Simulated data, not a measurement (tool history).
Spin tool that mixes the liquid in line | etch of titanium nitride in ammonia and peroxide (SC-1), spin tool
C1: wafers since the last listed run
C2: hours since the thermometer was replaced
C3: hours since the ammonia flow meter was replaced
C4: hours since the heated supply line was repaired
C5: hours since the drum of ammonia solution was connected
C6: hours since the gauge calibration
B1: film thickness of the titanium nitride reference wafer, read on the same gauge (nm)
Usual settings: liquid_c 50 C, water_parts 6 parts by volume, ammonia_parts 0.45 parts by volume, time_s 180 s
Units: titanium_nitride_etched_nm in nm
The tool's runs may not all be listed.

run 1 hour=0 | liquid_c=50 water_parts=6 ammonia_parts=0.45 time_s=180 | C1=0 C2=1957.7 C3=38.3 C4=273.6 C5=805.1 C6=1879.8 | B1=89.98 | titanium_nitride_etched_nm=13.92
run 2 hour=37.4 | liquid_c=45 water_parts=5 ammonia_parts=0.45 time_s=275 | C1=371 C2=1995.1 C3=75.7 C4=311 C5=842.5 C6=1917.2 | B1=90 | titanium_nitride_etched_nm=16.22
-- hour=67.3 new drum of ammonia solution connected
run 3 hour=90.2 | liquid_c=50 water_parts=6 ammonia_parts=0.45 time_s=180 | C1=515 C2=2047.9 C3=128.5 C4=363.8 C5=22.9 C6=1970 | B1=90.03 | titanium_nitride_etched_nm=14.04
run 4 hour=142.3 | liquid_c=47.5 water_parts=6 ammonia_parts=0.3 time_s=180 | C1=518 C2=2100 C3=180.6 C4=415.9 C5=75 C6=2022.1 | B1=90 | titanium_nitride_etched_nm=10.94
run 5 hour=181 | liquid_c=50 water_parts=6 ammonia_parts=0.45 time_s=180 | C1=384 C2=2138.7 C3=219.3 C4=454.6 C5=113.7 C6=2060.8 | B1=90 | titanium_nitride_etched_nm=14
-- hour=235.9 thermometer replaced
run 6 hour=240.4 | liquid_c=50 water_parts=6 ammonia_parts=0.45 time_s=180 | C1=580 C2=4.5 C3=278.7 C4=514 C5=173.1 C6=2120.2 | B1=90 | titanium_nitride_etched_nm=13.91
-- hour=256.7 gauge calibrated
run 7 hour=292.6 | liquid_c=50 water_parts=6 ammonia_parts=0.45 time_s=180 | C1=519 C2=56.7 C3=330.9 C4=566.2 C5=225.3 C6=35.9 | B1=90 | titanium_nitride_etched_nm=13.81
run 8 hour=356.7 | liquid_c=45.5 water_parts=6 ammonia_parts=0.35 time_s=180 | C1=637 C2=120.8 C3=395 C4=630.3 C5=289.4 C6=100 | B1=90.02 | titanium_nitride_etched_nm=9.63
run 9 hour=432.8 | liquid_c=50 water_parts=6 ammonia_parts=0.45 time_s=180 | C1=756 C2=196.9 C3=471.1 C4=706.4 C5=365.5 C6=176.1 | B1=89.99 | titanium_nitride_etched_nm=14.03
run 10 hour=498.7 | liquid_c=50 water_parts=6 ammonia_parts=0.45 time_s=180 | C1=655 C2=262.8 C3=537 C4=772.3 C5=431.4 C6=242 | B1=89.99 | titanium_nitride_etched_nm=13.79
run 11 hour=651.4 | liquid_c=50 water_parts=6 ammonia_parts=0.45 time_s=180 | C1=1518 C2=415.5 C3=689.7 C4=925 C5=584.1 C6=394.7 | B1=90 | titanium_nitride_etched_nm=14
run 12 hour=825.9 | liquid_c=43 water_parts=9 ammonia_parts=0.35 time_s=180 | C1=1735 C2=590 C3=864.2 C4=1099.5 C5=758.6 C6=569.2 | B1=90.01 | titanium_nitride_etched_nm=6.55
-- hour=843.4 new drum of ammonia solution connected
run 13 hour=889.5 | liquid_c=60 water_parts=8.5 ammonia_parts=0.45 time_s=265 | C1=622 C2=653.6 C3=927.8 C4=1163.1 C5=46.1 C6=632.8 | B1=89.99 | titanium_nitride_etched_nm=33.84
run 14 hour=915.4 | liquid_c=50 water_parts=6 ammonia_parts=0.45 time_s=180 | C1=257 C2=679.5 C3=953.7 C4=1189 C5=72 C6=658.7 | B1=89.99 | titanium_nitride_etched_nm=13.88
run 15 hour=941.1 | liquid_c=50 water_parts=6 ammonia_parts=0.4 time_s=135 | C1=255 C2=705.2 C3=979.4 C4=1214.7 C5=97.7 C6=684.4 | B1=89.99 | titanium_nitride_etched_nm=10.36
run 16 hour=1006 | liquid_c=41.5 water_parts=8.5 ammonia_parts=0.45 time_s=275 | C1=645 C2=770.1 C3=1044.3 C4=1279.6 C5=162.6 C6=749.3 | B1=90 | titanium_nitride_etched_nm=9.71
run 17 hour=1071.7 | liquid_c=60 water_parts=8.5 ammonia_parts=0.45 time_s=265 | C1=653 C2=835.8 C3=1110 C4=1345.3 C5=228.3 C6=815 | B1=89.99 | titanium_nitride_etched_nm=34.03
-- hour=1081.6 heated supply line repaired
run 18 hour=1097.8 | liquid_c=50 water_parts=6 ammonia_parts=0.6 time_s=180 | C1=249 C2=861.9 C3=1136.1 C4=16.2 C5=254.4 C6=841.1 | B1=89.98 | titanium_nitride_etched_nm=14.55
run 19 hour=1156.3 | liquid_c=45 water_parts=9 ammonia_parts=0.45 time_s=180 | C1=581 C2=920.4 C3=1194.6 C4=74.7 C5=312.9 C6=899.6 | B1=89.99 | titanium_nitride_etched_nm=8.04
run 20 hour=1203.3 | liquid_c=50 water_parts=6 ammonia_parts=0.45 time_s=140 | C1=467 C2=967.4 C3=1241.6 C4=121.7 C5=359.9 C6=946.6 | B1=90 | titanium_nitride_etched_nm=10.71
run 21 hour=1256.3 | liquid_c=45 water_parts=7.5 ammonia_parts=0.35 time_s=180 | C1=527 C2=1020.4 C3=1294.6 C4=174.7 C5=412.9 C6=999.6 | B1=90 | titanium_nitride_etched_nm=8.36
run 22 hour=1327.2 | liquid_c=58.5 water_parts=9 ammonia_parts=0.45 time_s=180 | C1=705 C2=1091.3 C3=1365.5 C4=245.6 C5=483.8 C6=1070.5 | B1=90.01 | titanium_nitride_etched_nm=20.21
run 23 hour=1398.2 | liquid_c=45.5 water_parts=6 ammonia_parts=0.5 time_s=180 | C1=706 C2=1162.3 C3=1436.5 C4=316.6 C5=554.8 C6=1141.5 | B1=90 | titanium_nitride_etched_nm=10.31
run 24 hour=1425.5 | liquid_c=50 water_parts=8.5 ammonia_parts=0.45 time_s=110 | C1=271 C2=1189.6 C3=1463.8 C4=343.9 C5=582.1 C6=1168.8 | B1=90 | titanium_nitride_etched_nm=7.18
run 25 hour=1465.9 | liquid_c=53.5 water_parts=8 ammonia_parts=0.6 time_s=180 | C1=401 C2=1230 C3=1504.2 C4=384.3 C5=622.5 C6=1209.2 | B1=90 | titanium_nitride_etched_nm=16.12

Forecast each of these 3 alternatives for the next run:
run A hour=1466.4 | liquid_c=42.5 water_parts=6 ammonia_parts=0.45 time_s=180 | C1=4 C2=1230.5 C3=1504.7 C4=384.8 C5=623 C6=1209.7 | B1=? | titanium_nitride_etched_nm=?
run B hour=1466.4 | liquid_c=50 water_parts=7 ammonia_parts=0.45 time_s=180 | C1=4 C2=1230.5 C3=1504.7 C4=384.8 C5=623 C6=1209.7 | B1=? | titanium_nitride_etched_nm=?
run C hour=1466.4 | liquid_c=50 water_parts=6 ammonia_parts=0.5 time_s=180 | C1=4 C2=1230.5 C3=1504.7 C4=384.8 C5=623 C6=1209.7 | B1=? | titanium_nitride_etched_nm=?

run=A B1=90 titanium_nitride_etched_nm=8.12
run=B B1=90 titanium_nitride_etched_nm=12.86
run=C B1=90 titanium_nitride_etched_nm=14.11
Without the tool's hidden state the same runs would have given:
run=A titanium_nitride_etched_nm=8.12
run=B titanium_nitride_etched_nm=12.86
run=C titanium_nitride_etched_nm=14.11
